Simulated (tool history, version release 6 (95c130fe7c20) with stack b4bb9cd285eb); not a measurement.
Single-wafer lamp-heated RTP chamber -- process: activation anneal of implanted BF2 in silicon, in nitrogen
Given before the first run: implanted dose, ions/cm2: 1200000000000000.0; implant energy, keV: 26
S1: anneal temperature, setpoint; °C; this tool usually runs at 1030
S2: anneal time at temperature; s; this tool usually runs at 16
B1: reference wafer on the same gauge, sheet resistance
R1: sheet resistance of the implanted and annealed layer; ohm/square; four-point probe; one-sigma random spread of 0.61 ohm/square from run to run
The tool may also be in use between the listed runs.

{"run": 1, "hour": 0.0, "S1": 1030, "S2": 16, "B1": 108.78, "R1": 125.65}
{"run": 2, "hour": 36.3, "S1": 1030, "S2": 16, "B1": 108.99, "R1": 127.24}
{"run": 3, "hour": 105.9, "S1": 1030, "S2": 16, "B1": 108.8, "R1": 124.89}
{"run": 4, "hour": 170.1, "S1": 1030, "S2": 16, "B1": 109.1, "R1": 125.75}
{"hour": 223.8, "done": "pyrometer window cleaned and pyrometer calibrated"}
{"run": 5, "hour": 233.0, "S1": 1030, "S2": 16, "B1": 108.77, "R1": 124.59}
{"run": 6, "hour": 276.4, "S1": 1030, "S2": 16, "B1": 108.92, "R1": 124.62}
{"hour": 422.0, "done": "gauge calibrated"}
{"hour": 447.6, "done": "reflector plate cleaned"}
{"run": 7, "hour": 598.4, "S1": 1030, "S2": 10, "B1": 108.91, "R1": 136.37}
{"run": 8, "hour": 636.2, "S1": 1030, "S2": 10, "B1": 109.14, "R1": 135.69}
{"run": 9, "hour": 679.9, "S1": 1030, "S2": 16, "B1": 109.11, "R1": 127.21}
{"run": 10, "hour": 786.4, "S1": 1030, "S2": 16, "B1": 109.01, "R1": 128.52}
{"run": 11, "hour": 827.1, "S1": 1030, "S2": 16, "B1": 108.94, "R1": 128.47}
{"hour": 859.8, "done": "pyrometer window cleaned and pyrometer calibrated"}
{"run": 12, "hour": 896.2, "S1": 1030, "S2": 16, "B1": 109.01, "R1": 126.67}
{"run": 13, "hour": 960.8, "S1": 1030, "S2": 16, "B1": 109.02, "R1": 125.89}
{"run": 14, "hour": 1031.1, "S1": 1030, "S2": 16, "B1": 108.9, "R1": 126.71}
{"run": 15, "hour": 1132.2, "S1": 1030, "S2": 16, "B1": 108.85, "R1": 126.21}
{"run": 16, "hour": 1196.2, "S1": 1030, "S2": 16, "B1": 109.04, "R1": 126.01}
{"run": 17, "hour": 1296.2, "S1": 1030, "S2": 16, "B1": 109.14, "R1": 124.34}
{"run": 18, "hour": 1392.4, "S1": 1030, "S2": 16, "B1": 109.02, "R1": 125.65}
{"hour": 1477.7, "done": "pyrometer window cleaned and pyrometer calibrated"}
{"run": 19, "hour": 1480.8, "S1": 1008, "S2": 20, "B1": 108.97, "R1": 136.57}
{"hour": 1492.1, "done": "reflector plate cleaned"}
{"run": 20, "hour": 1535.8, "S1": 1030, "S2": 16, "B1": 108.9, "R1": 128.51}
{"run": 21, "hour": 1610.6, "S1": 1030, "S2": 16, "B1": 109.11, "R1": 128.32}
{"run": 22, "hour": 1709.8, "S1": 1043, "S2": 22, "B1": 109, "R1": 115.49}
{"run": 23, "hour": 1784.5, "S1": 1030, "S2": 16, "B1": 108.76, "R1": 127.73}
{"hour": 1963.7, "done": "gauge calibrated"}
{"hour": 1968.0, "done": "pyrometer window cleaned and pyrometer calibrated"}
{"run": 24, "hour": 1979.4, "S1": 1002, "S2": 12, "B1": 108.99, "R1": 152.88}

Run 25, settings as shown, results not yet in. Your forecast:
{"run": 25, "hour": 2053.9, "S1": 1020, "S2": 11, "B1": "?", "R1": "?"}

Run 25 came out at B1 108.92, R1 138.87 ohm/square.
Without the tool's hidden state the same run would have given R1 142.39 ohm/square.

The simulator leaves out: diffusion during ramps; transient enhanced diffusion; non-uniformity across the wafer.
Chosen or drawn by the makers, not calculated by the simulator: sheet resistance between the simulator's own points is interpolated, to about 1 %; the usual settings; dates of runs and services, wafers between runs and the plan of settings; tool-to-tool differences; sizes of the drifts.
